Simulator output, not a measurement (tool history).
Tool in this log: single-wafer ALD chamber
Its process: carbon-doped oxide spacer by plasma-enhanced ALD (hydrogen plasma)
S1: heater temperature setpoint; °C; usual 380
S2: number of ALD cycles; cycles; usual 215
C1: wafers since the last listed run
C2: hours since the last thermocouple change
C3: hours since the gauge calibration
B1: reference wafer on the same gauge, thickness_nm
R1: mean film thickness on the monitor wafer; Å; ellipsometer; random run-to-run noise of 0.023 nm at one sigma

{"run": 1, "day": 0.0, "S1": 380, "S2": 233, "C1": 0, "C2": 357.3, "C3": 1053.9, "B1": 9.806, "R1": 118.71}
{"run": 2, "day": 1.625, "S1": 380, "S2": 233, "C1": 52, "C2": 396.3, "C3": 1092.9, "B1": 9.797, "R1": 118.55}
{"day": 2.738, "done": "gauge calibrated"}
{"run": 3, "day": 5.712, "S1": 380, "S2": 233, "C1": 132, "C2": 494.4, "C3": 71.4, "B1": 9.808, "R1": 118.54}
{"run": 4, "day": 7.446, "S1": 380, "S2": 240, "C1": 55, "C2": 536.0, "C3": 113.0, "B1": 9.797, "R1": 122.36}
{"run": 5, "day": 10.471, "S1": 380, "S2": 240, "C1": 97, "C2": 608.6, "C3": 185.6, "B1": 9.806, "R1": 122.62}
{"run": 6, "day": 14.55, "S1": 380, "S2": 240, "C1": 131, "C2": 706.5, "C3": 283.5, "B1": 9.801, "R1": 122.14}
{"run": 7, "day": 21.917, "S1": 380, "S2": 194, "C1": 237, "C2": 883.3, "C3": 460.3, "B1": 9.803, "R1": 98.72}
{"run": 8, "day": 25.683, "S1": 380, "S2": 194, "C1": 121, "C2": 973.7, "C3": 550.7, "B1": 9.798, "R1": 98.3}
{"run": 9, "day": 27.842, "S1": 386, "S2": 236, "C1": 69, "C2": 1025.5, "C3": 602.5, "B1": 9.802, "R1": 120.34}
{"run": 10, "day": 31.4, "S1": 386, "S2": 236, "C1": 114, "C2": 1110.9, "C3": 687.9, "B1": 9.797, "R1": 120.2}
{"run": 11, "day": 35.85, "S1": 380, "S2": 227, "C1": 143, "C2": 1217.7, "C3": 794.7, "B1": 9.797, "R1": 115.93}
{"run": 12, "day": 39.496, "S1": 367, "S2": 242, "C1": 117, "C2": 1305.2, "C3": 882.2, "B1": 9.803, "R1": 122.81}
{"run": 13, "day": 43.125, "S1": 374, "S2": 215, "C1": 117, "C2": 1392.3, "C3": 969.3, "B1": 9.799, "R1": 109.5}
{"run": 14, "day": 44.846, "S1": 380, "S2": 194, "C1": 55, "C2": 1433.6, "C3": 1010.6, "B1": 9.793, "R1": 98.99}
{"run": 15, "day": 48.079, "S1": 380, "S2": 187, "C1": 104, "C2": 1511.2, "C3": 1088.2, "B1": 9.793, "R1": 95.16}
{"run": 16, "day": 49.796, "S1": 370, "S2": 235, "C1": 55, "C2": 1552.4, "C3": 1129.4, "B1": 9.802, "R1": 119.9}
{"run": 17, "day": 52.246, "S1": 389, "S2": 258, "C1": 79, "C2": 1611.2, "C3": 1188.2, "B1": 9.801, "R1": 131.47}
{"day": 54.592, "done": "gauge calibrated"}
{"day": 59.721, "done": "thermocouple changed; heater temperature recalibrated"}
{"run": 18, "day": 61.775, "S1": 380, "S2": 227, "C1": 296, "C2": 49.3, "C3": 172.4, "B1": 9.804, "R1": 115.93}
{"run": 19, "day": 63.892, "S1": 371, "S2": 231, "C1": 68, "C2": 100.1, "C3": 223.2, "B1": 9.803, "R1": 117.99}
{"run": 20, "day": 66.688, "S1": 380, "S2": 215, "C1": 90, "C2": 167.2, "C3": 290.3, "B1": 9.8, "R1": 109.61}
{"run": 21, "day": 70.746, "S1": 387, "S2": 215, "C1": 131, "C2": 264.6, "C3": 387.7, "B1": 9.809, "R1": 109.7}
{"run": 22, "day": 75.133, "S1": 376, "S2": 257, "C1": 141, "C2": 369.9, "C3": 493.0, "B1": 9.798, "R1": 131.1}

Forecast each of these 3 alternatives for the next run:
{"run": "A", "day": 75.162, "S1": 380, "S2": 258, "C1": 0, "C2": 370.6, "C3": 493.7, "B1": "?", "R1": "?"}
{"run": "B", "day": 75.162, "S1": 369, "S2": 215, "C1": 0, "C2": 370.6, "C3": 493.7, "B1": "?", "R1": "?"}
{"run": "C", "day": 75.162, "S1": 375, "S2": 250, "C1": 0, "C2": 370.6, "C3": 493.7, "B1": "?", "R1": "?"}

run=A B1=9.806 R1=131.42
run=B B1=9.806 R1=109.52
run=C B1=9.806 R1=127.35
Had the tool no hidden state, the same runs would have come out as:
run=A R1=131.42
run=B R1=109.52
run=C R1=127.35
